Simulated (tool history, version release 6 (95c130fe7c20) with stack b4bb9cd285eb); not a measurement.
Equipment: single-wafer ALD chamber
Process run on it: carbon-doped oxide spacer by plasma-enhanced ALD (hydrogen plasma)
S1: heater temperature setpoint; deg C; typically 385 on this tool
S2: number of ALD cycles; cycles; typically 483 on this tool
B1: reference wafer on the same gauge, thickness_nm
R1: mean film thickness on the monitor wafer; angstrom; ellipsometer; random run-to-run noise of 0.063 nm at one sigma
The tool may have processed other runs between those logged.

run,hour,S1,S2,B1,R1
1,0.0,385,483,26.998,247.00
2,58.8,385,483,26.988,246.93
3,123.7,374,552,26.998,283.26
4,194.9,374,552,26.983,282.01
5,251.1,374,552,26.993,283.52
6,283.1,385,483,27.012,247.09
7,314.9,385,483,26.970,246.59
8,367.7,397,483,26.968,247.68
9,393.0,385,483,26.974,248.49
10,449.0,385,483,26.983,248.09
# hour 456.7: gauge calibrated
11,515.4,385,483,27.250,251.27
12,635.1,378,429,27.184,221.00
13,688.6,378,400,27.126,206.49
14,748.2,380,445,27.098,230.18
15,781.9,385,483,27.101,248.96
# hour 829.2: thermocouple changed; heater temperature recalibrated
16,847.0,372,445,27.108,228.13
17,909.9,396,402,27.050,206.35
18,942.7,391,483,27.103,248.02
19,1011.1,397,483,27.052,248.29
20,1052.1,376,518,27.017,265.29
21,1109.0,391,483,27.013,247.67
22,1175.8,394,557,26.994,284.85
23,1241.9,398,453,26.974,231.93

Here are 3 independent what-if runs from the current tool condition. What would each one return?
A,1243.0,385,483,?,?
B,1243.0,385,536,?,?
C,1243.0,375,441,?,?

run,B1,R1
A,27.001,247.66
B,27.001,274.84
C,27.001,226.13
Take away the tool's hidden state, keep each run's random variation, and the runs would have read:
run,R1
A,250.39
B,277.87
C,228.62
